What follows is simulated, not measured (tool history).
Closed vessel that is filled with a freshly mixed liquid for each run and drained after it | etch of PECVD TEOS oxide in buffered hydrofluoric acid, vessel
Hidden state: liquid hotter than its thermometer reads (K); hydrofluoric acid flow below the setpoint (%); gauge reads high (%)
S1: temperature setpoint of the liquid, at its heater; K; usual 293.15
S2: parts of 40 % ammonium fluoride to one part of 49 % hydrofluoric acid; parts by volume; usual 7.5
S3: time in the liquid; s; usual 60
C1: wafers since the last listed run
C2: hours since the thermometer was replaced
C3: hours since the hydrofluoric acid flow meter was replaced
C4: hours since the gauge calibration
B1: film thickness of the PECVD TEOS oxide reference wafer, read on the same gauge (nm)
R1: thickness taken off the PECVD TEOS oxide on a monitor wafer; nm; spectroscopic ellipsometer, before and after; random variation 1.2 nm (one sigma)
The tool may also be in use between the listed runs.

run 1 hour=0 | S1=293.15 S2=7.5 S3=30 | C1=0 C2=776.9 C3=391.3 C4=2101.1 | B1=149.98 | R1=123.2
run 2 hour=47.1 | S1=293.15 S2=7.5 S3=30 | C1=3985 C2=824 C3=438.4 C4=2148.2 | B1=149.99 | R1=122.35
run 3 hour=105 | S1=293.15 S2=7.5 S3=30 | C1=4898 C2=881.9 C3=496.3 C4=2206.1 | B1=150.02 | R1=121.89
run 4 hour=204.8 | S1=293.15 S2=7.5 S3=75 | C1=8444 C2=981.7 C3=596.1 C4=2305.9 | B1=150.04 | R1=308.25
run 5 hour=287 | S1=293.15 S2=7.5 S3=75 | C1=6955 C2=1063.9 C3=678.3 C4=2388.1 | B1=150 | R1=304.68
run 6 hour=330.5 | S1=293.15 S2=7.5 S3=60 | C1=3680 C2=1107.4 C3=721.8 C4=2431.6 | B1=150.02 | R1=245.19
run 7 hour=377.7 | S1=293.15 S2=6.5 S3=60 | C1=3993 C2=1154.6 C3=769 C4=2478.8 | B1=150.05 | R1=281.05
run 8 hour=423.9 | S1=293.15 S2=6.5 S3=60 | C1=3909 C2=1200.8 C3=815.2 C4=2525 | B1=150.02 | R1=280.3
run 9 hour=467.7 | S1=293.15 S2=7.5 S3=75 | C1=3705 C2=1244.6 C3=859 C4=2568.8 | B1=149.98 | R1=303.52
run 10 hour=556 | S1=290.65 S2=7.5 S3=45 | C1=7471 C2=1332.9 C3=947.3 C4=2657.1 | B1=150.03 | R1=159.15
-- hour=601.3 hydrofluoric acid flow meter replaced
run 11 hour=655.1 | S1=293.15 S2=8.5 S3=60 | C1=8300 C2=1432 C3=53.8 C4=2756.2 | B1=149.97 | R1=211.76
run 12 hour=709.7 | S1=293.15 S2=7.5 S3=80 | C1=4619 C2=1486.6 C3=108.4 C4=2810.8 | B1=150.01 | R1=324.12
-- hour=773.2 gauge calibrated
run 13 hour=794 | S1=297.65 S2=9.5 S3=75 | C1=7132 C2=1570.9 C3=192.7 C4=20.8 | B1=149.99 | R1=308.8
run 14 hour=878.6 | S1=291.15 S2=6.5 S3=60 | C1=7158 C2=1655.5 C3=277.3 C4=105.4 | B1=150.01 | R1=251.77
-- hour=940 thermometer replaced
run 15 hour=949.7 | S1=290.15 S2=10 S3=30 | C1=5931 C2=9.7 C3=348.4 C4=176.5 | B1=150.03 | R1=79.33
run 16 hour=1013 | S1=290.15 S2=7.5 S3=60 | C1=5355 C2=73 C3=411.7 C4=239.8 | B1=149.99 | R1=206.55
run 17 hour=1116.7 | S1=297.15 S2=7.5 S3=70 | C1=8774 C2=176.7 C3=515.4 C4=343.5 | B1=150.02 | R1=355.99
run 18 hour=1171.2 | S1=293.15 S2=7.5 S3=90 | C1=4611 C2=231.2 C3=569.9 C4=398 | B1=149.95 | R1=365.03
run 19 hour=1278.5 | S1=295.65 S2=5 S3=40 | C1=9078 C2=338.5 C3=677.2 C4=505.3 | B1=150.02 | R1=271.5
run 20 hour=1343.7 | S1=293.15 S2=7.5 S3=60 | C1=5516 C2=403.7 C3=742.4 C4=570.5 | B1=150.02 | R1=245.11
run 21 hour=1451.6 | S1=293.15 S2=7.5 S3=95 | C1=9129 C2=511.6 C3=850.3 C4=678.4 | B1=149.98 | R1=387.19
run 22 hour=1491.7 | S1=291.65 S2=7.5 S3=60 | C1=3392 C2=551.7 C3=890.4 C4=718.5 | B1=150.01 | R1=225.05
-- hour=1528.1 hydrofluoric acid flow meter replaced
run 23 hour=1562.9 | S1=290.15 S2=6.5 S3=90 | C1=5939 C2=622.9 C3=34.8 C4=789.7 | B1=149.96 | R1=355
run 24 hour=1601.7 | S1=294.65 S2=9.5 S3=45 | C1=3282 C2=661.7 C3=73.6 C4=828.5 | B1=150 | R1=157.48
run 25 hour=1677.4 | S1=290.65 S2=7.5 S3=60 | C1=6405 C2=737.4 C3=149.3 C4=904.2 | B1=150.01 | R1=211.44
run 26 hour=1773 | S1=293.15 S2=7.5 S3=60 | C1=8088 C2=833 C3=244.9 C4=999.8 | B1=149.99 | R1=243.96
run 27 hour=1876.3 | S1=293.15 S2=7.5 S3=75 | C1=8740 C2=936.3 C3=348.2 C4=1103.1 | B1=150 | R1=304.77
run 28 hour=1956.9 | S1=296.15 S2=8.5 S3=45 | C1=6819 C2=1016.9 C3=428.8 C4=1183.7 | B1=150.04 | R1=189.13
run 29 hour=2038.9 | S1=293.15 S2=7.5 S3=60 | C1=6938 C2=1098.9 C3=510.8 C4=1265.7 | B1=149.94 | R1=243.92
run 30 hour=2085.5 | S1=295.15 S2=6 S3=90 | C1=3942 C2=1145.5 C3=557.4 C4=1312.3 | B1=149.97 | R1=504.15
run 31 hour=2157.3 | S1=293.15 S2=7.5 S3=60 | C1=6075 C2=1217.3 C3=629.2 C4=1384.1 | B1=150 | R1=244.49
run 32 hour=2263.4 | S1=293.15 S2=7.5 S3=60 | C1=8977 C2=1323.4 C3=735.3 C4=1490.2 | B1=150.02 | R1=243.73

What the log doesn't show, run by run:
liquid hotter than its thermometer reads (K): 0 in every run
hydrofluoric acid flow below the setpoint (%): 0 in every run
gauge reads high (%): 0 in every run

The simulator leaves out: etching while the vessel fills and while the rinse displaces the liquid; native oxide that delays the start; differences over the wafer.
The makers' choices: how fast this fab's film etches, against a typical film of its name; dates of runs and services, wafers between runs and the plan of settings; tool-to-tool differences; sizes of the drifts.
